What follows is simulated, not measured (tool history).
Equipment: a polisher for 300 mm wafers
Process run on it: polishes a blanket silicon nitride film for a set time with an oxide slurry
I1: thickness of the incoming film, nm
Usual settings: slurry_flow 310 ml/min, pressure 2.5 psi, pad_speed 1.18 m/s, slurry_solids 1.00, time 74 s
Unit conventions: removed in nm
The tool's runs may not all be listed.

{"run": 1, "day": 0.0, "slurry_flow": 310, "pressure": 2.5, "pad_speed": 1.18, "slurry_solids": 0.9, "time": 74, "I1": 537.2, "removed": 39.7}
{"day": 2.096, "done": "slurry nozzle cleaned"}
{"run": 2, "day": 2.117, "slurry_flow": 310, "pressure": 2.5, "pad_speed": 1.18, "slurry_solids": 0.9, "time": 74, "I1": 529.1, "removed": 39.5}
{"run": 3, "day": 3.379, "slurry_flow": 245, "pressure": 2.5, "pad_speed": 1.18, "slurry_solids": 1.3, "time": 74, "I1": 535.6, "removed": 44.4}
{"day": 4.892, "done": "worn pad replaced by a new one"}
{"run": 4, "day": 5.829, "slurry_flow": 310, "pressure": 2.5, "pad_speed": 1.18, "slurry_solids": 1.0, "time": 74, "I1": 541.6, "removed": 40.9}
{"day": 6.875, "done": "conditioning disc replaced and pad reconditioned"}
{"run": 5, "day": 9.067, "slurry_flow": 390, "pressure": 2.5, "pad_speed": 1.18, "slurry_solids": 1.0, "time": 66, "I1": 532.4, "removed": 36.3}
{"day": 11.688, "done": "slurry blender recalibrated"}
{"run": 6, "day": 12.029, "slurry_flow": 205, "pressure": 2.5, "pad_speed": 1.18, "slurry_solids": 1.0, "time": 74, "I1": 526.5, "removed": 39.7}
{"run": 7, "day": 13.079, "slurry_flow": 310, "pressure": 2.5, "pad_speed": 1.18, "slurry_solids": 1.0, "time": 74, "I1": 527.9, "removed": 42.1}
{"run": 8, "day": 14.408, "slurry_flow": 310, "pressure": 2.5, "pad_speed": 1.18, "slurry_solids": 1.0, "time": 74, "I1": 527.7, "removed": 40.8}
{"run": 9, "day": 17.15, "slurry_flow": 310, "pressure": 2.5, "pad_speed": 1.18, "slurry_solids": 1.0, "time": 74, "I1": 530.5, "removed": 40.6}
{"run": 10, "day": 18.571, "slurry_flow": 310, "pressure": 2.5, "pad_speed": 0.94, "slurry_solids": 1.0, "time": 74, "I1": 532.6, "removed": 34.6}
{"run": 11, "day": 20.154, "slurry_flow": 310, "pressure": 2.5, "pad_speed": 1.18, "slurry_solids": 0.9, "time": 74, "I1": 530.7, "removed": 38.1}
{"run": 12, "day": 21.925, "slurry_flow": 310, "pressure": 2.5, "pad_speed": 1.18, "slurry_solids": 1.0, "time": 74, "I1": 532.5, "removed": 39.9}
{"day": 23.442, "done": "slurry nozzle cleaned"}
{"run": 13, "day": 23.483, "slurry_flow": 310, "pressure": 2.5, "pad_speed": 1.18, "slurry_solids": 1.0, "time": 74, "I1": 524.8, "removed": 39.3}
{"day": 24.008, "done": "worn pad replaced by a new one"}
{"day": 25.15, "done": "conditioning disc replaced and pad reconditioned"}
{"run": 14, "day": 25.704, "slurry_flow": 310, "pressure": 2.5, "pad_speed": 1.18, "slurry_solids": 1.2, "time": 92, "I1": 530.9, "removed": 52.8}
{"run": 15, "day": 27.088, "slurry_flow": 310, "pressure": 3.3, "pad_speed": 1.18, "slurry_solids": 1.0, "time": 74, "I1": 523.3, "removed": 51.6}
{"day": 28.604, "done": "slurry blender recalibrated"}
{"run": 16, "day": 29.733, "slurry_flow": 310, "pressure": 2.5, "pad_speed": 1.18, "slurry_solids": 0.8, "time": 93, "I1": 530.3, "removed": 45.8}
{"run": 17, "day": 32.571, "slurry_flow": 310, "pressure": 2.5, "pad_speed": 1.6, "slurry_solids": 1.0, "time": 55, "I1": 526.3, "removed": 36.4}
{"run": 18, "day": 35.15, "slurry_flow": 310, "pressure": 3.4, "pad_speed": 0.94, "slurry_solids": 1.2, "time": 51, "I1": 527.3, "removed": 33.2}
{"run": 19, "day": 37.862, "slurry_flow": 310, "pressure": 2.5, "pad_speed": 1.18, "slurry_solids": 1.15, "time": 74, "I1": 530.4, "removed": 40.8}
{"run": 20, "day": 39.438, "slurry_flow": 310, "pressure": 3.2, "pad_speed": 1.18, "slurry_solids": 1.0, "time": 74, "I1": 533.4, "removed": 49.1}
{"day": 40.604, "done": "head pressure recalibrated"}
{"run": 21, "day": 40.817, "slurry_flow": 310, "pressure": 2.5, "pad_speed": 1.18, "slurry_solids": 1.0, "time": 74, "I1": 527.2, "removed": 42.5}
{"day": 41.554, "done": "slurry nozzle cleaned"}
{"run": 22, "day": 41.992, "slurry_flow": 255, "pressure": 2.2, "pad_speed": 1.18, "slurry_solids": 0.85, "time": 85, "I1": 530.6, "removed": 38.3}
{"day": 42.546, "done": "worn pad replaced by a new one"}
{"day": 43.525, "done": "conditioning disc replaced and pad reconditioned"}
{"run": 23, "day": 43.633, "slurry_flow": 310, "pressure": 2.5, "pad_speed": 1.18, "slurry_solids": 1.0, "time": 74, "I1": 537.6, "removed": 40.8}
{"run": 24, "day": 45.871, "slurry_flow": 310, "pressure": 1.7, "pad_speed": 1.18, "slurry_solids": 1.0, "time": 74, "I1": 534.4, "removed": 28.3}
{"day": 47.908, "done": "slurry blender recalibrated"}
{"run": 25, "day": 48.692, "slurry_flow": 310, "pressure": 2.5, "pad_speed": 1.18, "slurry_solids": 1.0, "time": 74, "I1": 530.4, "removed": 43.5}

What if the next run were any one of these 4? Each begins from the tool's condition after run 25:
{"run": "A", "day": 48.708, "slurry_flow": 310, "pressure": 2.5, "pad_speed": 1.18, "slurry_solids": 1.0, "time": 74, "I1": 536.3, "removed": "?"}
{"run": "B", "day": 48.708, "slurry_flow": 345, "pressure": 3.3, "pad_speed": 1.54, "slurry_solids": 0.85, "time": 74, "I1": 536.3, "removed": "?"}
{"run": "C", "day": 48.708, "slurry_flow": 310, "pressure": 1.8, "pad_speed": 1.18, "slurry_solids": 0.7, "time": 74, "I1": 536.3, "removed": "?"}
{"run": "D", "day": 48.708, "slurry_flow": 415, "pressure": 1.9, "pad_speed": 1.18, "slurry_solids": 1.0, "time": 74, "I1": 536.3, "removed": "?"}

run=A removed=43.1
run=B removed=64.7
run=C removed=26.2
run=D removed=33.6
Had the tool no hidden state, the same runs would have come out as:
run=A removed=43.6
run=B removed=65.5
run=C removed=26.5
run=D removed=33.9

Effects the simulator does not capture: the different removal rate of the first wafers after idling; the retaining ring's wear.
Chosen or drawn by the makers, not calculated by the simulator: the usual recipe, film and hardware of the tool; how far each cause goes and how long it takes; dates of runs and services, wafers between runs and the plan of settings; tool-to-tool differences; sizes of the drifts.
